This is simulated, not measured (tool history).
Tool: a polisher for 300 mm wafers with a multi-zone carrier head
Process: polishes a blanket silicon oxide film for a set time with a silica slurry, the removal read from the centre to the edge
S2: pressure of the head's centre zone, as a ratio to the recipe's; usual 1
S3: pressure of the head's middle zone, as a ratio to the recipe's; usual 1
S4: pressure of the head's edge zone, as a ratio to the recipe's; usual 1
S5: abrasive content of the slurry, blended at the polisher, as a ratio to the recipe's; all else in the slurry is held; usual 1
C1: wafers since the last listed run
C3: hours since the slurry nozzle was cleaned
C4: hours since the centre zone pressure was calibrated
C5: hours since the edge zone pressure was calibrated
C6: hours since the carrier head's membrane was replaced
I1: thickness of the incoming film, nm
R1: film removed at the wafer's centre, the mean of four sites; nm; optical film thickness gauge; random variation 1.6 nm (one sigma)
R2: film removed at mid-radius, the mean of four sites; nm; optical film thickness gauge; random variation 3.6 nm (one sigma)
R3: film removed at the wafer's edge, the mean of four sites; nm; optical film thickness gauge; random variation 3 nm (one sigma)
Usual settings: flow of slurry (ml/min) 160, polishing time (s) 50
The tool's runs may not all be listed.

run 1 day=0 | flow_of_slurry_(ml/min)=160 S2=1 S3=1 S4=1 S5=1.2 polishing_time_(s)=50 | C1=0 wafers_polished_on_this_pad=535 C3=196.9 C4=984.5 C5=443.6 C6=755.8 | I1=790.8 | R1=269.6 R2=276 R3=275.6
-- day=3.367 worn pad replaced by a new one
run 2 day=4.092 | flow_of_slurry_(ml/min)=120 S2=1 S3=1 S4=1 S5=1 polishing_time_(s)=50 | C1=837 wafers_polished_on_this_pad=154 C3=295.1 C4=1082.7 C5=541.8 C6=854 | I1=778.4 | R1=221 R2=226.2 R3=235.2
run 3 day=5.567 | flow_of_slurry_(ml/min)=120 S2=1 S3=1 S4=1 S5=1 polishing_time_(s)=50 | C1=314 wafers_polished_on_this_pad=469 C3=330.5 C4=1118.1 C5=577.2 C6=889.4 | I1=798.9 | R1=218.5 R2=226.5 R3=231.4
run 4 day=7.029 | flow_of_slurry_(ml/min)=160 S2=1 S3=1 S4=1 S5=1 polishing_time_(s)=50 | C1=312 wafers_polished_on_this_pad=781 C3=365.6 C4=1153.2 C5=612.3 C6=924.5 | I1=790.6 | R1=239.1 R2=242.9 R3=242.9
-- day=8.338 edge zone pressure recalibrated
run 5 day=8.675 | flow_of_slurry_(ml/min)=160 S2=1 S3=1 S4=1 S5=1 polishing_time_(s)=50 | C1=333 wafers_polished_on_this_pad=1115 C3=405.1 C4=1192.7 C5=8.1 C6=964 | I1=795.6 | R1=237 R2=247.3 R3=244.2
-- day=9.767 worn pad replaced by a new one, of another model than before
run 6 day=9.904 | flow_of_slurry_(ml/min)=160 S2=1 S3=1 S4=1 S5=1 polishing_time_(s)=50 | C1=226 wafers_polished_on_this_pad=29 C3=434.6 C4=1222.2 C5=37.6 C6=993.5 | I1=790.1 | R1=241.2 R2=254.1 R3=238.3
-- day=10.004 centre zone pressure recalibrated
-- day=10.625 slurry nozzle cleaned
run 7 day=11.975 | flow_of_slurry_(ml/min)=160 S2=1 S3=1 S4=1 S5=1 polishing_time_(s)=50 | C1=415 wafers_polished_on_this_pad=445 C3=32.4 C4=47.3 C5=87.3 C6=1043.2 | I1=798.6 | R1=248.5 R2=253.3 R3=247.5
run 8 day=14.817 | flow_of_slurry_(ml/min)=110 S2=1.11 S3=1 S4=1.09 S5=1 polishing_time_(s)=43 | C1=606 wafers_polished_on_this_pad=1051 C3=100.6 C4=115.5 C5=155.5 C6=1111.4 | I1=782 | R1=213.8 R2=201.7 R3=211.8
-- day=15.975 worn pad replaced by a new one
run 9 day=16.517 | flow_of_slurry_(ml/min)=160 S2=1 S3=0.92 S4=1.06 S5=1 polishing_time_(s)=50 | C1=327 wafers_polished_on_this_pad=115 C3=141.4 C4=156.3 C5=196.3 C6=1152.2 | I1=780.5 | R1=251.4 R2=233.2 R3=259.6
run 10 day=18.279 | flow_of_slurry_(ml/min)=160 S2=0.91 S3=1.1 S4=0.89 S5=1 polishing_time_(s)=66 | C1=376 wafers_polished_on_this_pad=492 C3=183.7 C4=198.6 C5=238.6 C6=1194.5 | I1=787.3 | R1=314.2 R2=360 R3=313.1
-- day=18.654 carrier head's membrane replaced by a new one
run 11 day=19.692 | flow_of_slurry_(ml/min)=160 S2=1.06 S3=1.03 S4=1.06 S5=1 polishing_time_(s)=59 | C1=257 wafers_polished_on_this_pad=749 C3=217.6 C4=232.5 C5=272.5 C6=24.9 | I1=799.1 | R1=301.8 R2=303 R3=300.6
run 12 day=20.992 | flow_of_slurry_(ml/min)=160 S2=1 S3=1 S4=1 S5=1 polishing_time_(s)=50 | C1=277 wafers_polished_on_this_pad=1026 C3=248.8 C4=263.7 C5=303.7 C6=56.1 | I1=787.2 | R1=247.8 R2=252.8 R3=249
-- day=21.512 worn pad replaced by a new one
run 13 day=21.996 | flow_of_slurry_(ml/min)=160 S2=1 S3=1.11 S4=1 S5=1 polishing_time_(s)=50 | C1=178 wafers_polished_on_this_pad=102 C3=272.9 C4=287.8 C5=327.8 C6=80.2 | I1=777.6 | R1=245 R2=275.1 R3=248.4
run 14 day=23.75 | flow_of_slurry_(ml/min)=110 S2=0.97 S3=1 S4=1.08 S5=0.75 polishing_time_(s)=50 | C1=374 wafers_polished_on_this_pad=477 C3=315 C4=329.9 C5=369.9 C6=122.3 | I1=786.5 | R1=184.4 R2=193.4 R3=197.6

Forecast each of these 5 alternatives for the next run:
run A day=23.767 | flow_of_slurry_(ml/min)=160 S2=1 S3=1 S4=1 S5=1 polishing_time_(s)=50 | C1=3 wafers_polished_on_this_pad=480 C3=315.4 C4=330.3 C5=370.3 C6=122.7 | I1=784.5 | R1=? R2=? R3=?
run B day=23.767 | flow_of_slurry_(ml/min)=135 S2=0.95 S3=1 S4=1 S5=0.75 polishing_time_(s)=65 | C1=3 wafers_polished_on_this_pad=480 C3=315.4 C4=330.3 C5=370.3 C6=122.7 | I1=784.5 | R1=? R2=? R3=?
run C day=23.767 | flow_of_slurry_(ml/min)=115 S2=1 S3=1 S4=0.96 S5=1 polishing_time_(s)=35 | C1=3 wafers_polished_on_this_pad=480 C3=315.4 C4=330.3 C5=370.3 C6=122.7 | I1=784.5 | R1=? R2=? R3=?
run D day=23.767 | flow_of_slurry_(ml/min)=190 S2=1 S3=0.97 S4=1.1 S5=1.3 polishing_time_(s)=50 | C1=3 wafers_polished_on_this_pad=480 C3=315.4 C4=330.3 C5=370.3 C6=122.7 | I1=784.5 | R1=? R2=? R3=?
run E day=23.767 | flow_of_slurry_(ml/min)=160 S2=1 S3=1 S4=1 S5=0.75 polishing_time_(s)=58 | C1=3 wafers_polished_on_this_pad=480 C3=315.4 C4=330.3 C5=370.3 C6=122.7 | I1=784.5 | R1=? R2=? R3=?

run=A R1=243.4 R2=251.2 R3=245.8
run=B R1=245.3 R2=261.3 R3=257.7
run=C R1=159.8 R2=166.2 R3=162.9
run=D R1=286.8 R2=287.6 R3=297.7
run=E R1=232.3 R2=239.7 R3=234.5
Without the tool's hidden state the same runs would have given:
run=A R1=249.8 R2=257 R3=249.8
run=B R1=252.6 R2=268.1 R3=262.4
run=C R1=165.2 R2=171.1 R3=166.2
run=D R1=293.4 R2=293.4 R3=302
run=E R1=238.3 R2=245.2 R3=238.4

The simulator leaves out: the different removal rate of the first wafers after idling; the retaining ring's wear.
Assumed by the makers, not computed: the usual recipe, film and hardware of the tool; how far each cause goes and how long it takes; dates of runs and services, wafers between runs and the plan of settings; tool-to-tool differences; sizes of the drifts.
